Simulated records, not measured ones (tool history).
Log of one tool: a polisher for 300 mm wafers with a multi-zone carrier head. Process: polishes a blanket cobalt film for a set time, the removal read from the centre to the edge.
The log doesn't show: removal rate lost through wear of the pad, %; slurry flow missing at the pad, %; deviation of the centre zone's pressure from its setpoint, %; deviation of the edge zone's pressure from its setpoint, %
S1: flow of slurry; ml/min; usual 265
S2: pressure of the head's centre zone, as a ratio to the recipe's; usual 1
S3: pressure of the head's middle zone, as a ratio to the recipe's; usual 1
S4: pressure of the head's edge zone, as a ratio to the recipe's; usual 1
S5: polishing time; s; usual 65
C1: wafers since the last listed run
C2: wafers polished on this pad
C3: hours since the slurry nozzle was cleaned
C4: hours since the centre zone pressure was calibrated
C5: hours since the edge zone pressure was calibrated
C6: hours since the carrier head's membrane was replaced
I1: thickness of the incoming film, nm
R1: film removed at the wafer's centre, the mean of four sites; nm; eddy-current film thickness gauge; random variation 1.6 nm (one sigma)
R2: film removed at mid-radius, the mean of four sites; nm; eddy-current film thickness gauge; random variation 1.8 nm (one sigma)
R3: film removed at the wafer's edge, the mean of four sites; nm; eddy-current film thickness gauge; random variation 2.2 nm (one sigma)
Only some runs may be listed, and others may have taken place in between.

{"run": 1, "hour": 0.0, "S1": 200, "S2": 1, "S3": 1, "S4": 1, "S5": 65, "C1": 0, "C2": 21, "C3": 98.5, "C4": 167.6, "C5": 603.5, "C6": 851.8, "I1": 946.6, "R1": 202.6, "R2": 212.2, "R3": 210.6}
{"run": 2, "hour": 39.2, "S1": 265, "S2": 1, "S3": 1, "S4": 1, "S5": 65, "C1": 338, "C2": 359, "C3": 137.7, "C4": 206.8, "C5": 642.7, "C6": 891, "I1": 961.3, "R1": 210.6, "R2": 215.3, "R3": 208}
{"run": 3, "hour": 103.1, "S1": 265, "S2": 1, "S3": 1, "S4": 1, "S5": 65, "C1": 551, "C2": 910, "C3": 201.6, "C4": 270.7, "C5": 706.6, "C6": 954.9, "I1": 928.3, "R1": 208, "R2": 215.7, "R3": 211.1}
{"run": 4, "hour": 203.6, "S1": 295, "S2": 1, "S3": 1, "S4": 1, "S5": 65, "C1": 866, "C2": 1777, "C3": 302.1, "C4": 371.2, "C5": 807.1, "C6": 1055.4, "I1": 935, "R1": 207.3, "R2": 211.5, "R3": 211.2}
{"hour": 229.7, "done": "centre zone pressure recalibrated"}
{"hour": 256.1, "done": "slurry nozzle cleaned"}
{"hour": 278.7, "done": "carrier head's membrane replaced by a new one"}
{"hour": 302.5, "done": "edge zone pressure recalibrated"}
{"run": 5, "hour": 310.8, "S1": 265, "S2": 1, "S3": 1, "S4": 1, "S5": 65, "C1": 838, "C2": 2615, "C3": 54.7, "C4": 81.1, "C5": 8.3, "C6": 32.1, "I1": 952.4, "R1": 210.4, "R2": 215.7, "R3": 212.9}
{"run": 6, "hour": 366.5, "S1": 265, "S2": 1, "S3": 1, "S4": 1, "S5": 65, "C1": 480, "C2": 3096, "C3": 110.4, "C4": 136.8, "C5": 64, "C6": 87.8, "I1": 930.5, "R1": 206.6, "R2": 216.8, "R3": 214.8}
{"hour": 382.9, "done": "worn pad replaced by a new one"}
{"run": 7, "hour": 455.3, "S1": 265, "S2": 1, "S3": 1, "S4": 1, "S5": 65, "C1": 731, "C2": 624, "C3": 199.2, "C4": 225.6, "C5": 152.8, "C6": 176.6, "I1": 930.8, "R1": 208.7, "R2": 217.9, "R3": 213.2}
{"run": 8, "hour": 507.7, "S1": 300, "S2": 1.07, "S3": 0.97, "S4": 1.11, "S5": 65, "C1": 451, "C2": 1076, "C3": 251.6, "C4": 278, "C5": 205.2, "C6": 229, "I1": 934.3, "R1": 224.7, "R2": 214.7, "R3": 223.3}
{"run": 9, "hour": 565.1, "S1": 265, "S2": 0.96, "S3": 1, "S4": 0.95, "S5": 65, "C1": 494, "C2": 1571, "C3": 309, "C4": 335.4, "C5": 262.6, "C6": 286.4, "I1": 937.6, "R1": 200, "R2": 210.1, "R3": 202.4}
{"run": 10, "hour": 615.9, "S1": 200, "S2": 1, "S3": 1, "S4": 1, "S5": 65, "C1": 438, "C2": 2009, "C3": 359.8, "C4": 386.2, "C5": 313.4, "C6": 337.2, "I1": 951.1, "R1": 197.1, "R2": 202.3, "R3": 201.6}
{"hour": 631.2, "done": "centre zone pressure recalibrated"}
{"hour": 667.1, "done": "slurry nozzle cleaned"}
{"run": 11, "hour": 696.1, "S1": 265, "S2": 1, "S3": 1, "S4": 1, "S5": 65, "C1": 665, "C2": 2674, "C3": 29, "C4": 64.9, "C5": 393.6, "C6": 417.4, "I1": 953.9, "R1": 207.3, "R2": 213.8, "R3": 211.7}
{"hour": 777.3, "done": "worn pad replaced by a new one"}
{"run": 12, "hour": 903.7, "S1": 265, "S2": 1, "S3": 1, "S4": 1, "S5": 65, "C1": 1755, "C2": 1089, "C3": 236.6, "C4": 272.5, "C5": 601.2, "C6": 625, "I1": 945.2, "R1": 205.4, "R2": 212.2, "R3": 209.9}
{"run": 13, "hour": 952.0, "S1": 265, "S2": 1, "S3": 1, "S4": 1, "S5": 65, "C1": 416, "C2": 1506, "C3": 284.9, "C4": 320.8, "C5": 649.5, "C6": 673.3, "I1": 940, "R1": 205.8, "R2": 207.6, "R3": 208.6}
{"run": 14, "hour": 1025.6, "S1": 175, "S2": 1.08, "S3": 1, "S4": 0.89, "S5": 72, "C1": 634, "C2": 2141, "C3": 358.5, "C4": 394.4, "C5": 723.1, "C6": 746.9, "I1": 927.7, "R1": 223.8, "R2": 214.6, "R3": 210.6}
{"run": 15, "hour": 1075.0, "S1": 265, "S2": 1, "S3": 1, "S4": 1, "S5": 85, "C1": 426, "C2": 2567, "C3": 407.9, "C4": 443.8, "C5": 772.5, "C6": 796.3, "I1": 953.3, "R1": 254.4, "R2": 267.1, "R3": 263}
{"hour": 1081.5, "done": "slurry nozzle cleaned"}
{"hour": 1084.8, "done": "centre zone pressure recalibrated"}
{"run": 16, "hour": 1147.5, "S1": 265, "S2": 1, "S3": 0.89, "S4": 1, "S5": 65, "C1": 599, "C2": 3166, "C3": 66, "C4": 62.7, "C5": 845, "C6": 868.8, "I1": 939.3, "R1": 207.9, "R2": 199.8, "R3": 213.8}
{"run": 17, "hour": 1186.9, "S1": 265, "S2": 1.03, "S3": 1, "S4": 1.12, "S5": 65, "C1": 339, "C2": 3506, "C3": 105.4, "C4": 102.1, "C5": 884.4, "C6": 908.2, "I1": 951.4, "R1": 216.4, "R2": 213.4, "R3": 219.3}
{"hour": 1197.0, "done": "worn pad replaced by a new one"}
{"run": 18, "hour": 1276.1, "S1": 265, "S2": 1.05, "S3": 1, "S4": 1, "S5": 50, "C1": 734, "C2": 681, "C3": 194.6, "C4": 191.3, "C5": 973.6, "C6": 997.4, "I1": 933.1, "R1": 169.4, "R2": 162.8, "R3": 163.7}
{"run": 19, "hour": 1332.8, "S1": 265, "S2": 1, "S3": 1, "S4": 1, "S5": 65, "C1": 488, "C2": 1170, "C3": 251.3, "C4": 248, "C5": 1030.3, "C6": 1054.1, "I1": 939.4, "R1": 210.4, "R2": 215.9, "R3": 210.6}
{"hour": 1376.9, "done": "carrier head's membrane replaced by a new one"}
{"hour": 1402.8, "done": "edge zone pressure recalibrated"}
{"run": 20, "hour": 1432.8, "S1": 355, "S2": 1, "S3": 1, "S4": 1, "S5": 84, "C1": 801, "C2": 1972, "C3": 351.3, "C4": 348, "C5": 30, "C6": 55.9, "I1": 952.9, "R1": 269.2, "R2": 279.7, "R3": 272.5}
{"hour": 1479.3, "done": "slurry nozzle cleaned"}
{"hour": 1532.7, "done": "centre zone pressure recalibrated"}
{"run": 21, "hour": 1538.2, "S1": 175, "S2": 1.06, "S3": 1, "S4": 0.92, "S5": 47, "C1": 883, "C2": 2855, "C3": 58.9, "C4": 5.5, "C5": 135.4, "C6": 161.3, "I1": 938.5, "R1": 152.8, "R2": 150.3, "R3": 143.5}

5 ways to go on from here, each from the tool as it stands after run 21. What would each give?
{"run": "A", "hour": 1538.6, "S1": 265, "S2": 1, "S3": 1, "S4": 1, "S5": 65, "C1": 3, "C2": 2859, "C3": 59.3, "C4": 5.9, "C5": 135.8, "C6": 161.7, "I1": 940.2, "R1": "?", "R2": "?", "R3": "?"}
{"run": "B", "hour": 1538.6, "S1": 330, "S2": 1, "S3": 1.04, "S4": 1, "S5": 65, "C1": 3, "C2": 2859, "C3": 59.3, "C4": 5.9, "C5": 135.8, "C6": 161.7, "I1": 940.2, "R1": "?", "R2": "?", "R3": "?"}
{"run": "C", "hour": 1538.6, "S1": 350, "S2": 0.94, "S3": 1, "S4": 1, "S5": 84, "C1": 3, "C2": 2859, "C3": 59.3, "C4": 5.9, "C5": 135.8, "C6": 161.7, "I1": 940.2, "R1": "?", "R2": "?", "R3": "?"}
{"run": "D", "hour": 1538.6, "S1": 265, "S2": 1.08, "S3": 1, "S4": 1.06, "S5": 65, "C1": 3, "C2": 2859, "C3": 59.3, "C4": 5.9, "C5": 135.8, "C6": 161.7, "I1": 940.2, "R1": "?", "R2": "?", "R3": "?"}
{"run": "E", "hour": 1538.6, "S1": 265, "S2": 0.92, "S3": 0.92, "S4": 1.05, "S5": 54, "C1": 3, "C2": 2859, "C3": 59.3, "C4": 5.9, "C5": 135.8, "C6": 161.7, "I1": 940.2, "R1": "?", "R2": "?", "R3": "?"}

run=A R1=209 R2=215 R3=213.6
run=B R1=213.6 R2=226.5 R3=216.6
run=C R1=260.6 R2=284.6 R3=281.1
run=D R1=225.9 R2=214.9 R3=218
run=E R1=159.6 R2=166.6 R3=180.7
With no hidden state in the tool, these same runs would have given:
run=A R1=210.9 R2=216.7 R3=214.9
run=B R1=215.2 R2=228.1 R3=217.8
run=C R1=262.5 R2=286.5 R3=282.5
run=D R1=227.9 R2=216.6 R3=219.4
run=E R1=161 R2=167.9 R3=181.8

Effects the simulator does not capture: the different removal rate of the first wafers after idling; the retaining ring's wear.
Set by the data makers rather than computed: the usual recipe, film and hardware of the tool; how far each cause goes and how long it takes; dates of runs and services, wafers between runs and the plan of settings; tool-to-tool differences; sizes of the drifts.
